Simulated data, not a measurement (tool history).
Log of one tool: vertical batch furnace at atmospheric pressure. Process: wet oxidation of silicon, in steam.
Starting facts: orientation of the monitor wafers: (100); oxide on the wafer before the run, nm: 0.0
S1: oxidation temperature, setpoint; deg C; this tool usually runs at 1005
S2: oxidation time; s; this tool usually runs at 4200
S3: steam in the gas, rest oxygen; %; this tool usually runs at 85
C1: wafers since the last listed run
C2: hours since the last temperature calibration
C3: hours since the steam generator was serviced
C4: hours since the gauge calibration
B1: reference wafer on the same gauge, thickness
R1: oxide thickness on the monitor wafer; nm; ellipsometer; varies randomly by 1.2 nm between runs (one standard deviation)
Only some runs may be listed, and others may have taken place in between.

| run | day | S1 | S2 | S3 | C1 | C2 | C3 | C4 | B1 | R1 |
|---|---|---|---|---|---|---|---|---|---|---|
| 1 | 0 | 1005 | 3120 | 85 | 0 | 4195.4 | 1737.9 | 261.5 | 496.85 | 366.77 |
| 2 | 0.504 | 1005 | 4200 | 85 | 156 | 4207.5 | 1750 | 273.6 | 497.33 | 450.8 |
| 3 | 1.204 | 1005 | 4200 | 85 | 217 | 4224.3 | 1766.8 | 290.4 | 496.82 | 448.95 |
| 4 | 1.821 | 1005 | 4200 | 85 | 191 | 4239.1 | 1781.6 | 305.2 | 497.21 | 451.1 |
| 5 | 2.408 | 1005 | 4200 | 85 | 182 | 4253.2 | 1795.7 | 319.3 | 497.11 | 451.33 |
|  | 3.033 | gauge calibrated |
| 6 | 3.083 | 1005 | 4200 | 85 | 209 | 4269.4 | 1811.9 | 1.2 | 497.04 | 448.49 |
| 7 | 3.629 | 1005 | 4200 | 85 | 169 | 4282.5 | 1825 | 14.3 | 496.91 | 451.84 |
| 8 | 4.1 | 1005 | 4200 | 77 | 146 | 4293.8 | 1836.3 | 25.6 | 497.08 | 421.94 |
| 9 | 4.571 | 1005 | 4200 | 77 | 146 | 4305.1 | 1847.6 | 36.9 | 497.17 | 420.93 |
|  | 5.608 | steam generator serviced |
| 10 | 5.629 | 1022 | 4200 | 85 | 18 | 4330.5 | 0.5 | 62.3 | 496.79 | 527.45 |
| 11 | 5.804 | 1022 | 4200 | 85 | 54 | 4334.7 | 4.7 | 66.5 | 497.02 | 527.74 |
| 12 | 5.975 | 1005 | 4200 | 85 | 53 | 4338.8 | 8.8 | 70.6 | 497.06 | 471.71 |
| 13 | 6.671 | 1005 | 4200 | 85 | 215 | 4355.5 | 25.5 | 87.3 | 497.39 | 471.33 |
| 14 | 6.988 | 1013 | 4200 | 85 | 98 | 4363.1 | 33.1 | 94.9 | 497.35 | 496.27 |
| 15 | 7.683 | 1013 | 4200 | 85 | 215 | 4379.8 | 49.8 | 111.6 | 497.15 | 493.89 |
| 16 | 8.262 | 1013 | 4200 | 85 | 179 | 4393.7 | 63.7 | 125.5 | 496.85 | 497.04 |
| 17 | 8.833 | 1005 | 4650 | 89 | 177 | 4407.4 | 77.4 | 139.2 | 497.06 | 516.57 |
| 18 | 9.483 | 1005 | 4650 | 89 | 201 | 4423 | 93 | 154.8 | 496.95 | 518.44 |
| 19 | 9.846 | 988 | 2460 | 81 | 112 | 4431.7 | 101.7 | 163.5 | 497.33 | 268.5 |
| 20 | 10.154 | 1005 | 2700 | 76 | 95 | 4439.1 | 109.1 | 170.9 | 497.25 | 319.01 |
| 21 | 10.771 | 1019 | 6090 | 97 | 191 | 4453.9 | 123.9 | 185.7 | 496.93 | 707.96 |
| 22 | 11.242 | 1005 | 4200 | 85 | 146 | 4465.2 | 135.2 | 197 | 496.79 | 466.78 |
|  | 12.725 | thermocouples replaced and temperature profile calibrated |
| 23 | 12.746 | 1005 | 4200 | 85 | 156 | 0.5 | 171.3 | 233.1 | 497.28 | 467.72 |
| 24 | 12.917 | 988 | 3180 | 85 | 53 | 4.6 | 175.4 | 237.2 | 497.41 | 335.24 |
| 25 | 13.088 | 998 | 4200 | 85 | 53 | 8.7 | 179.5 | 241.3 | 496.88 | 442.54 |
| 26 | 13.262 | 1005 | 4200 | 94 | 54 | 12.9 | 183.7 | 245.5 | 497.31 | 500.68 |
| 27 | 13.938 | 988 | 3450 | 78 | 209 | 29.1 | 199.9 | 261.7 | 497.08 | 333.69 |
| 28 | 14.321 | 997 | 3060 | 76 | 118 | 38.3 | 209.1 | 270.9 | 497.35 | 324.43 |
| 29 | 14.583 | 1029 | 5520 | 95 | 81 | 44.6 | 215.4 | 277.2 | 496.92 | 689.91 |
|  | 14.721 | gauge calibrated |
| 30 | 15.162 | 1005 | 4200 | 85 | 179 | 58.5 | 229.3 | 10.6 | 497.42 | 463.73 |
| 31 | 15.704 | 1028 | 2910 | 85 | 168 | 71.5 | 242.3 | 23.6 | 497 | 422.99 |
| 32 | 16.117 | 1005 | 5160 | 85 | 128 | 81.4 | 252.2 | 33.5 | 496.95 | 531.54 |
| 33 | 16.571 | 988 | 3450 | 78 | 140 | 92.3 | 263.1 | 44.4 | 496.9 | 334.6 |
| 34 | 17.154 | 997 | 4200 | 73 | 181 | 106.3 | 277.1 | 58.4 | 497.16 | 395.29 |
| 35 | 17.725 | 1021 | 3630 | 94 | 177 | 120 | 290.8 | 72.1 | 497.02 | 501.4 |
| 36 | 18.162 | 1005 | 4200 | 85 | 135 | 130.5 | 301.3 | 82.6 | 496.9 | 462.77 |
| 37 | 18.508 | 1005 | 5310 | 77 | 107 | 138.8 | 309.6 | 90.9 | 496.97 | 508.61 |

What if the next run were any one of these 5? Each begins from the tool's condition after run 37:
| A | 18.683 | 1025 | 4200 | 85 | 54 | 143 | 313.8 | 95.1 | ? | ? |
| B | 18.683 | 1005 | 2580 | 96 | 54 | 143 | 313.8 | 95.1 | ? | ? |
| C | 18.683 | 1005 | 3120 | 89 | 54 | 143 | 313.8 | 95.1 | ? | ? |
| D | 18.683 | 1005 | 4200 | 89 | 54 | 143 | 313.8 | 95.1 | ? | ? |
| E | 18.683 | 1023 | 4200 | 85 | 54 | 143 | 313.8 | 95.1 | ? | ? |

| run | B1 | R1 |
|---|---|---|
| A | 497.31 | 526.66 |
| B | 497.31 | 358.96 |
| C | 497.31 | 388.9 |
| D | 497.31 | 476.54 |
| E | 497.31 | 520.22 |
Without the tool's unlogged condition, the same runs would have read:
| run | R1 |
|---|---|
| A | 543.5 |
| B | 371.61 |
| C | 402.4 |
| D | 492.52 |
| E | 536.94 |

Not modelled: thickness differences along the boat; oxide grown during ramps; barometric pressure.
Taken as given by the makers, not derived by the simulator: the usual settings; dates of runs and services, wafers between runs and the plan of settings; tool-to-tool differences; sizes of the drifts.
